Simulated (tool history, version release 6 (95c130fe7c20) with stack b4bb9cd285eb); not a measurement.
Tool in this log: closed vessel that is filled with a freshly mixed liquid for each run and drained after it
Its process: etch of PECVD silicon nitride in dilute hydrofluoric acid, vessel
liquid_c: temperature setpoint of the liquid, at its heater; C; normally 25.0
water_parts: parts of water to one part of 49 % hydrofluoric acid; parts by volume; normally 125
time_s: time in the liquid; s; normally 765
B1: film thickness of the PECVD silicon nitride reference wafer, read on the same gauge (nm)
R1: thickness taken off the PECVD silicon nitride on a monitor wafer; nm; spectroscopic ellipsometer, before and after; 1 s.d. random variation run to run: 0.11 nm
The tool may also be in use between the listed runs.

Run 1, day 0.000: usual settings but time_s 1060 s; B1 70.00. Result: R1 36.51 nm.
Run 2, day 2.788: usual settings but time_s 1060 s; B1 70.00. Result: R1 36.51 nm.
Run 3, day 5.675: usual settings; B1 69.99. Result: R1 26.23 nm.
At day 5.800: gauge calibrated.
Run 4, day 12.421: usual settings; B1 70.00. Result: R1 26.50 nm.
Run 5, day 15.033: usual settings; B1 70.03. Result: R1 26.38 nm.
At day 15.146: hydrofluoric acid flow meter replaced.
Run 6, day 16.675: usual settings but liquid_c 29.0 C; B1 69.98. Result: R1 34.16 nm.
Run 7, day 17.988: usual settings but liquid_c 29.0 C; B1 70.00. Result: R1 34.22 nm.
Run 8, day 18.992: usual settings but time_s 1100 s; B1 69.99. Result: R1 38.20 nm.
Run 9, day 20.575: usual settings but liquid_c 22.0 C, time_s 405 s; B1 70.01. Result: R1 11.62 nm.
Run 10, day 22.112: usual settings but liquid_c 21.5 C, water_parts 65 parts by volume, time_s 1065 s; B1 70.04. Result: R1 55.90 nm.
Run 11, day 24.221: usual settings but water_parts 140 parts by volume, time_s 985 s; B1 69.99. Result: R1 30.80 nm.
Run 12, day 26.542: usual settings but water_parts 140 parts by volume, time_s 555 s; B1 70.04. Result: R1 17.45 nm.
At day 26.592: gauge calibrated.
At day 26.738: thermometer replaced.
Run 13, day 29.433: usual settings but liquid_c 21.0 C, water_parts 180 parts by volume; B1 69.98. Result: R1 13.88 nm.
Run 14, day 30.475: usual settings but time_s 530 s; B1 70.00. Result: R1 17.92 nm.
Run 15, day 32.946: usual settings; B1 70.03. Result: R1 25.91 nm.
Run 16, day 34.258: usual settings; B1 70.01. Result: R1 25.98 nm.
Run 17, day 36.154: usual settings; B1 69.96. Result: R1 26.03 nm.

What if the next run were any one of these 5? Each begins from the tool's condition after run 17:
Run A, day 36.192: usual settings but time_s 1170 s; B1 ?. Result: R1 ?.
Run B, day 36.192: usual settings but time_s 900 s; B1 ?. Result: R1 ?.
Run C, day 36.192: usual settings but time_s 360 s; B1 ?. Result: R1 ?.
Run D, day 36.192: usual settings but time_s 975 s; B1 ?. Result: R1 ?.
Run E, day 36.192: usual settings but time_s 495 s; B1 ?. Result: R1 ?.

run     B1     R1
  A  70.00  39.87
  B  70.00  30.67
  C  70.00  12.27
  D  70.00  33.23
  E  70.00  16.87
Stripped of hidden state, with their random variation kept, the same runs would have yielded:
run     R1
  A  39.61
  B  30.47
  C  12.19
  D  33.01
  E  16.76
